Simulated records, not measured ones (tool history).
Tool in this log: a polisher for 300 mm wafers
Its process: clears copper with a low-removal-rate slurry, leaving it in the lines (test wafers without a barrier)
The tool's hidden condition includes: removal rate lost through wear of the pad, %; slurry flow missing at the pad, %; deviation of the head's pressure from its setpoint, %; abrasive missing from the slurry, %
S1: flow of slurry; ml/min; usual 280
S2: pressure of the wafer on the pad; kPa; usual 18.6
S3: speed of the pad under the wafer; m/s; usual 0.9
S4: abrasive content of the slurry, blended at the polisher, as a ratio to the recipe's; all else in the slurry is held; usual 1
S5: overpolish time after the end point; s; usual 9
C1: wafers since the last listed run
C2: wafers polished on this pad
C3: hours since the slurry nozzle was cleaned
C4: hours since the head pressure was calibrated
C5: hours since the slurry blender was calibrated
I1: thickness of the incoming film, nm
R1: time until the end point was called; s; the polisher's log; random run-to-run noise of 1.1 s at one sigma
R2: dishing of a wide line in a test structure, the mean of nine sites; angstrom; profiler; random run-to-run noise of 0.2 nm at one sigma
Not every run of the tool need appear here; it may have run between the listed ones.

run,hour,S1,S2,S3,S4,S5,C1,C2,C3,C4,C5,I1,R1,R2
1,0,240,18.6,0.9,1,9,0,911,354.1,1466.2,265.2,406.5,153,176
2,14.6,240,18.6,0.9,1,9,117,1028,368.7,1480.8,279.8,402.3,153.9,170
3,28.2,240,18.6,0.9,1,9,109,1137,382.3,1494.4,293.4,404.3,158.5,167
4,34.6,280,18.6,0.9,1,9,51,1188,388.7,1500.8,299.8,404.9,157.7,167
# hour 36.9: head pressure recalibrated
# hour 38.8: slurry blender recalibrated
# hour 48: worn pad replaced by a new one
5,51.4,280,18.6,0.9,1,9,71,27,405.5,14.5,12.6,397,137.1,185
6,64.4,280,18.6,0.9,1,9,104,131,418.5,27.5,25.6,404.2,140.6,190
# hour 65.5: slurry nozzle cleaned
7,99.2,280,18.6,0.9,1,9,271,402,33.7,62.3,60.4,396.9,139.9,185
8,114.3,280,18.6,0.9,1,9,121,523,48.8,77.4,75.5,394,139.4,184
9,124.1,345,18.6,0.9,0.8,14,78,602,58.6,87.2,85.3,394.1,146.6,263
10,133.9,220,15.2,0.9,1.25,12,78,680,68.4,97,95.1,394.5,158.4,213
11,144.7,280,18.6,0.9,1,9,86,767,79.2,107.8,105.9,401.7,149,178
12,155.2,245,22.1,0.9,1.15,7,84,851,89.7,118.3,116.4,395.2,126.7,159
13,168.6,280,18.6,1.14,1,9,107,959,103.1,131.7,129.8,405,122.1,221
# hour 196.3: worn pad replaced by a new one
14,210.6,365,24.1,0.6,1,9,304,114,145.1,173.7,171.8,397.7,171.2,155
15,220.8,280,18.6,0.9,0.85,9,81,196,155.3,183.9,182,403.7,145.4,182
16,227.9,190,14.5,0.9,0.9,9,56,253,162.4,191,189.1,404.1,173.8,151
17,249.6,280,20.7,0.9,1,9,174,427,184.1,212.7,210.8,395.1,130.3,198
18,266.6,280,18.6,0.9,1,9,136,563,201.1,229.7,227.8,398.5,141.1,184
19,278.4,280,18.6,0.9,1,4,94,658,212.9,241.5,239.6,396.1,141.7,84
20,288,280,18.6,0.9,1,9,76,735,222.5,251.1,249.2,402.9,144.6,184
21,296.1,280,18.6,0.9,1,9,64,799,230.6,259.2,257.3,405.8,147,179
22,308.3,190,18.6,0.9,1,9,97,897,242.8,271.4,269.5,400,153.1,173
23,325.9,280,22.8,0.9,1,6,141,1038,260.4,289,287.1,407.5,134.7,134
24,333.5,280,22.8,0.9,1,9,60,1099,268,296.6,294.7,401.5,134.3,194
25,349.1,280,18.6,1.08,1.15,13,125,1225,283.6,312.2,310.3,400,127,291
# hour 357.3: worn pad replaced by a new one
26,358.4,280,18.6,0.9,0.75,9,42,9,292.9,321.5,319.6,401.9,148.7,177
27,370.8,280,24.1,0.9,1.25,9,99,108,305.3,333.9,332,407.9,110.9,239
# hour 382.1: slurry blender recalibrated
28,386.9,365,23.4,0.9,1,7,113,221,321.4,350,4.8,400.6,114.9,176
29,402.6,280,21.4,0.9,0.9,9,125,347,337.1,365.7,20.5,398.8,127.2,198

Entry by entry between the runs, the difference in hidden state between the last listed run before and the first listed run after:
In the gap between runs 4 and 5: head pressure recalibrated (hour 36.9); slurry blender recalibrated (hour 38.8); worn pad replaced by a new one (hour 48)
  removal rate lost through wear of the pad, %: 12.2 -> 1.26
  difference, measured minus the result without the unlogged condition, R1: +19.3 -> +1.7 s; R2: -22 -> -2 angstrom
In the gap between runs 6 and 7: slurry nozzle cleaned (hour 65.5)
  removal rate lost through wear of the pad, %: 1.39 -> 2.62
  difference, measured minus the result without the unlogged condition, R1: +2 -> +3.7 s; R2: -2 -> -5 angstrom
In the gap between runs 13 and 14: worn pad replaced by a new one (hour 196.3)
  removal rate lost through wear of the pad, %: 8.83 -> 0.876
  difference, measured minus the result without the unlogged condition, R1: +10.8 -> +1.5 s; R2: -19 -> -1 angstrom
In the gap between runs 25 and 26: worn pad replaced by a new one (hour 357.3)
  removal rate lost through wear of the pad, %: 12.9 -> 0.323
  difference, measured minus the result without the unlogged condition, R1: +16.4 -> +0.5 s; R2: -38 -> +0 angstrom
In the gap between runs 27 and 28: slurry blender recalibrated (hour 382.1)
  removal rate lost through wear of the pad, %: 0.418 -> 0.78
  difference, measured minus the result without the unlogged condition, R1: +0.5 -> +0.9 s; R2: -1 -> -1 angstrom

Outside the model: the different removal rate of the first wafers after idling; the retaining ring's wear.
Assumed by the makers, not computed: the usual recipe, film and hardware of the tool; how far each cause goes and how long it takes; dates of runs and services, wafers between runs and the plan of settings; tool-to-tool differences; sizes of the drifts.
